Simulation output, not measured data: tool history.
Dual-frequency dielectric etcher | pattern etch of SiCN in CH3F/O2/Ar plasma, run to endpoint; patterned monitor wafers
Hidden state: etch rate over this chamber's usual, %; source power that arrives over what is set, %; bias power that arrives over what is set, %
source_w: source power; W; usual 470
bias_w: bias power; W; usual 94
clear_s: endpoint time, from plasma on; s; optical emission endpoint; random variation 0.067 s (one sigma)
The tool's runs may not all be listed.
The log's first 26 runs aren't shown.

run	hour	source_w	bias_w	wafers since the last listed run	hours since the last wet clean	hours since the last source power generator calibration	hours since the last bias power generator calibration	hours since the last upper electrode change	incoming incoming film thickness, nm	clear_s
27	1531.3	470	94	1341	161.6	181.9	562.4	417.6	6.76	15.4
28	1559.8	470	113	465	190.1	210.4	590.9	446.1	6.83	14.8
29	1585.4	560	85	417	215.7	236.0	616.5	471.7	6.90	15.1
30	1652.5	410	76	1095	282.8	303.1	683.6	538.8	6.81	17.3
31	1699.2	530	110	762	329.5	349.8	730.3	585.5	6.82	14.3
32	1736.3	470	94	605	366.6	386.9	767.4	622.6	6.84	15.6
33	1765.9	440	94	483	396.2	416.5	797.0	652.2	6.85	16.1
34	1798.9	390	105	538	429.2	449.5	830.0	685.2	6.81	16.3
35	1867.5	560	118	1119	497.8	518.1	898.6	753.8	6.78	13.5
# hour 1916.2: wet clean of the chamber
36	1916.7	500	100	411	0.5	567.3	947.8	803.0	6.76	14.8

Forecast each of these 3 alternatives for the next run:
A	1917.1	470	82	6	0.9	567.7	948.2	803.4	6.85	?
B	1917.1	510	112	6	0.9	567.7	948.2	803.4	6.85	?
C	1917.1	520	94	6	0.9	567.7	948.2	803.4	6.85	?

run	clear_s
A	16.2
B	14.4
C	15.0
Without the tool's hidden state the same runs would have given:
run	clear_s
A	16.1
B	14.2
C	14.9
